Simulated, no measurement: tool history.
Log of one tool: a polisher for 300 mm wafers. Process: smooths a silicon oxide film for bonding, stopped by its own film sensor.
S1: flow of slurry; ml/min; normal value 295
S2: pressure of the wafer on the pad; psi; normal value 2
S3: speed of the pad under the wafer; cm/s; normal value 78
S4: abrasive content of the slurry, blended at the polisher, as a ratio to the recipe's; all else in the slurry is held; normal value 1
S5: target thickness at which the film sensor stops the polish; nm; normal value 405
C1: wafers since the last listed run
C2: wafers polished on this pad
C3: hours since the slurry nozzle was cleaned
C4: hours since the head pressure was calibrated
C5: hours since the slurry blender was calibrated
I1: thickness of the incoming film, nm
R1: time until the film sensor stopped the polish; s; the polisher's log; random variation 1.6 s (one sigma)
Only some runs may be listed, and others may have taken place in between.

| run | hour | S1 | S2 | S3 | S4 | S5 | C1 | C2 | C3 | C4 | C5 | I1 | R1 |
|---|---|---|---|---|---|---|---|---|---|---|---|---|---|
| 1 | 0 | 295 | 2 | 78 | 1 | 405 | 0 | 1209 | 3.1 | 523.9 | 49.5 | 466.8 | 107 |
|  | 1.8 | worn pad replaced by a new one |
| 2 | 34.1 | 295 | 2 | 78 | 1 | 405 | 297 | 297 | 37.2 | 558 | 83.6 | 467.8 | 107.9 |
| 3 | 48.4 | 295 | 2 | 78 | 1 | 405 | 131 | 429 | 51.5 | 572.3 | 97.9 | 469.7 | 110.7 |
|  | 69.5 | slurry blender recalibrated |
| 4 | 71 | 295 | 2 | 78 | 1 | 405 | 189 | 618 | 74.1 | 594.9 | 1.5 | 467.9 | 111.6 |
| 5 | 89.3 | 295 | 2 | 78 | 1 | 405 | 168 | 787 | 92.4 | 613.2 | 19.8 | 474.3 | 120.9 |
| 6 | 123.9 | 295 | 2 | 78 | 1 | 392 | 318 | 1106 | 127 | 647.8 | 54.4 | 467.1 | 131.1 |
|  | 137.3 | worn pad replaced by a new one |
| 7 | 137.8 | 295 | 2 | 78 | 1 | 392 | 91 | 5 | 140.9 | 661.7 | 68.3 | 465.5 | 131.6 |
| 8 | 157.3 | 295 | 2 | 78 | 1 | 405 | 179 | 184 | 160.4 | 681.2 | 87.8 | 472.5 | 119.7 |
|  | 200.1 | slurry blender recalibrated |
| 9 | 215.5 | 295 | 2 | 78 | 1 | 418 | 517 | 702 | 218.6 | 739.4 | 15.4 | 469.4 | 94 |
| 10 | 246.6 | 295 | 2 | 78 | 1 | 405 | 286 | 988 | 249.7 | 770.5 | 46.5 | 475.2 | 127 |
|  | 260.2 | worn pad replaced by a new one |
| 11 | 290.1 | 375 | 2.4 | 78 | 1 | 423 | 363 | 275 | 293.2 | 814 | 90 | 459.2 | 56.1 |
|  | 302.9 | head pressure recalibrated |
| 12 | 304.1 | 375 | 2 | 78 | 1 | 405 | 110 | 385 | 307.2 | 1.2 | 104 | 472 | 109.1 |
|  | 329.4 | slurry blender recalibrated |
| 13 | 332.8 | 295 | 2 | 78 | 1 | 416 | 245 | 631 | 335.9 | 29.9 | 3.4 | 465 | 80.8 |
|  | 336.4 | slurry nozzle cleaned |
| 14 | 363.3 | 360 | 2 | 66 | 1.1 | 392 | 271 | 903 | 26.9 | 60.4 | 33.9 | 468.9 | 131.4 |
| 15 | 392.9 | 295 | 2 | 88 | 1 | 415 | 272 | 1175 | 56.5 | 90 | 63.5 | 469.5 | 83.2 |
|  | 425 | worn pad replaced by a new one |
| 16 | 431.3 | 295 | 2 | 78 | 1 | 405 | 316 | 57 | 94.9 | 128.4 | 101.9 | 477.4 | 118.7 |
| 17 | 449.7 | 295 | 2.4 | 78 | 1 | 405 | 169 | 227 | 113.3 | 146.8 | 120.3 | 462.9 | 79.5 |
|  | 463.4 | slurry blender recalibrated |
| 18 | 524.3 | 295 | 2 | 54 | 0.75 | 405 | 668 | 895 | 187.9 | 221.4 | 60.9 | 463.1 | 163.7 |
| 19 | 549 | 295 | 2 | 78 | 1 | 405 | 227 | 1122 | 212.6 | 246.1 | 85.6 | 476.1 | 116.1 |

Pick out some run-to-run changes in R1. Of each, how much would a tool without hidden state show as well, from the settings, what came in and chance, and how much is left for the hidden state and any gauge scatter not in both results compared?
Hidden state present: removal rate lost through wear of the pad, %; slurry flow missing at the pad, %; deviation of the head's pressure from its setpoint, %; abrasive missing from the slurry, %.
Run 10 -> 11: S1 295 -> 375, S2 2 -> 2.4, S5 405 -> 423, worn pad replaced by a new one. R1 -70.9 s: hidden state -6.5, all else -64.4.
Run 17 -> 18: S2 2.4 -> 2, S3 78 -> 54, S4 1 -> 0.75, slurry blender recalibrated. R1 +84.2 s: hidden state +1.1, all else +83.1.
